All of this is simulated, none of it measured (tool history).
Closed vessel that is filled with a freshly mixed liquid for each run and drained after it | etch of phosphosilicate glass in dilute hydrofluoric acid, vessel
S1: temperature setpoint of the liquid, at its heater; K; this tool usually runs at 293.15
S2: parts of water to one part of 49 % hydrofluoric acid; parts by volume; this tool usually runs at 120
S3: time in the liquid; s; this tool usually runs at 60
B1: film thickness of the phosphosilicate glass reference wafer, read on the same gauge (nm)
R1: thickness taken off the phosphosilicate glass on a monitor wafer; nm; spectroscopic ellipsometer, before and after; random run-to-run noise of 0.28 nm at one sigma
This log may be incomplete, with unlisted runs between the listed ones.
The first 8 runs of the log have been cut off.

run,hour,S1,S2,S3,B1,R1
# hour 564.6: hydrofluoric acid flow meter replaced
9,587.1,293.15,120,50,129.99,28.33
10,611.5,293.15,120,50,130.01,28.69
# hour 644.6: gauge calibrated
11,670.3,293.15,120,60,130.01,33.76
12,714.4,293.15,120,60,130.02,33.50
13,739.5,293.15,120,60,130.00,33.99
# hour 803.9: thermometer replaced
14,806.2,293.15,120,60,130.00,33.02
15,850.8,293.15,120,60,130.03,33.49
# hour 907.5: hydrofluoric acid flow meter replaced, repeated, since the last time left the tool worse
16,914.3,293.15,120,60,129.98,38.41
17,972.1,290.15,175,75,130.00,26.93
18,1007.3,293.15,120,60,130.00,37.54
19,1062.7,293.15,120,95,130.00,59.56
20,1097.5,297.15,75,30,129.99,37.06
21,1133.2,293.15,120,60,130.01,37.24
22,1172.6,293.15,120,45,129.99,27.74
23,1203.2,295.65,120,60,130.00,40.64
24,1269.1,291.65,120,95,129.99,54.96
25,1336.8,293.15,70,60,129.99,65.82
26,1382.6,294.65,120,60,130.01,38.77
27,1431.0,293.15,120,50,130.00,30.65
28,1480.7,293.15,155,60,129.99,26.99
29,1528.7,298.15,150,30,130.00,16.84
30,1597.9,293.15,120,60,130.03,35.93
31,1626.1,293.15,120,60,130.01,36.08
# hour 1655.0: hydrofluoric acid flow meter replaced
32,1686.4,296.65,85,60,130.00,63.87
33,1755.6,293.15,120,60,129.98,37.71

Branching from run 33: 3 alternative next runs. What would each branch give?
A,1756.3,293.15,120,60,?,?
B,1756.3,290.15,145,70,?,?
C,1756.3,290.15,155,75,?,?

run,B1,R1
A,130.00,38.08
B,130.00,31.70
C,130.00,31.46
Had the tool no hidden state, the same runs would have come out as:
run,R1
A,38.77
B,32.27
C,32.04
